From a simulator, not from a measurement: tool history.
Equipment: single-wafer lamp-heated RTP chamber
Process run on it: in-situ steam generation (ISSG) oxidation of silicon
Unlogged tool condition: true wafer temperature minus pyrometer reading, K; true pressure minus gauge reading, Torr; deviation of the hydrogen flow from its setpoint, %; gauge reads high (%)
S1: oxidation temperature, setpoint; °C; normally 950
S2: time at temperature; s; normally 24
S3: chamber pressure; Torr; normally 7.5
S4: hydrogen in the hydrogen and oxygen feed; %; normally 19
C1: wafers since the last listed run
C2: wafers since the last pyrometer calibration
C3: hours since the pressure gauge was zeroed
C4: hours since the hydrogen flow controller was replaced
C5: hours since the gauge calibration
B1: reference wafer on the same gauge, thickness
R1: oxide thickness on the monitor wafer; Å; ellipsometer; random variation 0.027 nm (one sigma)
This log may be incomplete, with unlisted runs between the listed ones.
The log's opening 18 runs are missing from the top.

{"run": 19, "hour": 515.1, "S1": 950, "S2": 24, "S3": 7.5, "S4": 19, "C1": 572, "C2": 738, "C3": 215, "C4": 295.3, "C5": 143.7, "B1": 4.479, "R1": 50.26}
{"run": 20, "hour": 541.5, "S1": 950, "S2": 24, "S3": 7.5, "S4": 19, "C1": 441, "C2": 1180, "C3": 241.4, "C4": 321.7, "C5": 170.1, "B1": 4.487, "R1": 51.06}
{"run": 21, "hour": 569.5, "S1": 960, "S2": 27, "S3": 7.5, "S4": 27, "C1": 468, "C2": 1649, "C3": 269.4, "C4": 349.7, "C5": 198.1, "B1": 4.483, "R1": 60}
{"run": 22, "hour": 590.6, "S1": 950, "S2": 24, "S3": 7.5, "S4": 19, "C1": 353, "C2": 2002, "C3": 290.5, "C4": 370.8, "C5": 219.2, "B1": 4.483, "R1": 51.22}
{"run": 23, "hour": 616.6, "S1": 943, "S2": 29, "S3": 7.5, "S4": 11, "C1": 435, "C2": 2437, "C3": 316.5, "C4": 396.8, "C5": 245.2, "B1": 4.478, "R1": 48.25}
{"run": 24, "hour": 645.8, "S1": 935, "S2": 24, "S3": 7.1, "S4": 11, "C1": 488, "C2": 2925, "C3": 345.7, "C4": 426, "C5": 274.4, "B1": 4.474, "R1": 42.92}
{"hour": 655.5, "done": "pyrometer window cleaned and pyrometer calibrated"}
{"run": 25, "hour": 661.9, "S1": 932, "S2": 16, "S3": 8.6, "S4": 14, "C1": 135, "C2": 107, "C3": 361.8, "C4": 442.1, "C5": 290.5, "B1": 4.481, "R1": 37.52}
{"run": 26, "hour": 683.9, "S1": 966, "S2": 27, "S3": 6.9, "S4": 19, "C1": 368, "C2": 476, "C3": 383.8, "C4": 464.1, "C5": 312.5, "B1": 4.48, "R1": 55.62}
{"run": 27, "hour": 711.2, "S1": 957, "S2": 24, "S3": 6.9, "S4": 26, "C1": 456, "C2": 932, "C3": 411.1, "C4": 491.4, "C5": 339.8, "B1": 4.481, "R1": 55.85}
{"run": 28, "hour": 740.4, "S1": 965, "S2": 28, "S3": 7.5, "S4": 19, "C1": 488, "C2": 1421, "C3": 440.3, "C4": 520.6, "C5": 369, "B1": 4.477, "R1": 57.27}
{"run": 29, "hour": 758.9, "S1": 963, "S2": 33, "S3": 8.8, "S4": 19, "C1": 309, "C2": 1731, "C3": 458.8, "C4": 539.1, "C5": 387.5, "B1": 4.483, "R1": 61.6}
{"run": 30, "hour": 779.9, "S1": 964, "S2": 29, "S3": 6.9, "S4": 13, "C1": 351, "C2": 2082, "C3": 479.8, "C4": 560.1, "C5": 408.5, "B1": 4.48, "R1": 53.67}

Consider 5 possible next runs. They are alternatives, not a sequence: every one starts from the tool as it was left by run 30. What does each give?
{"run": "A", "hour": 780.3, "S1": 950, "S2": 19, "S3": 7.5, "S4": 19, "C1": 6, "C2": 2089, "C3": 480.2, "C4": 560.5, "C5": 408.9, "B1": "?", "R1": "?"}
{"run": "B", "hour": 780.3, "S1": 963, "S2": 21, "S3": 7.5, "S4": 16, "C1": 6, "C2": 2089, "C3": 480.2, "C4": 560.5, "C5": 408.9, "B1": "?", "R1": "?"}
{"run": "C", "hour": 780.3, "S1": 950, "S2": 24, "S3": 6.9, "S4": 19, "C1": 6, "C2": 2089, "C3": 480.2, "C4": 560.5, "C5": 408.9, "B1": "?", "R1": "?"}
{"run": "D", "hour": 780.3, "S1": 950, "S2": 15, "S3": 6.9, "S4": 19, "C1": 6, "C2": 2089, "C3": 480.2, "C4": 560.5, "C5": 408.9, "B1": "?", "R1": "?"}
{"run": "E", "hour": 780.3, "S1": 935, "S2": 24, "S3": 6.9, "S4": 11, "C1": 6, "C2": 2089, "C3": 480.2, "C4": 560.5, "C5": 408.9, "B1": "?", "R1": "?"}

run=A B1=4.478 R1=46.03
run=B B1=4.478 R1=48.19
run=C B1=4.478 R1=50.58
run=D B1=4.478 R1=41.62
run=E B1=4.478 R1=42.9
Without the tool's hidden state the same runs would have given:
run=A R1=45.08
run=B R1=47.08
run=C R1=49.45
run=D R1=40.84
run=E R1=42.04
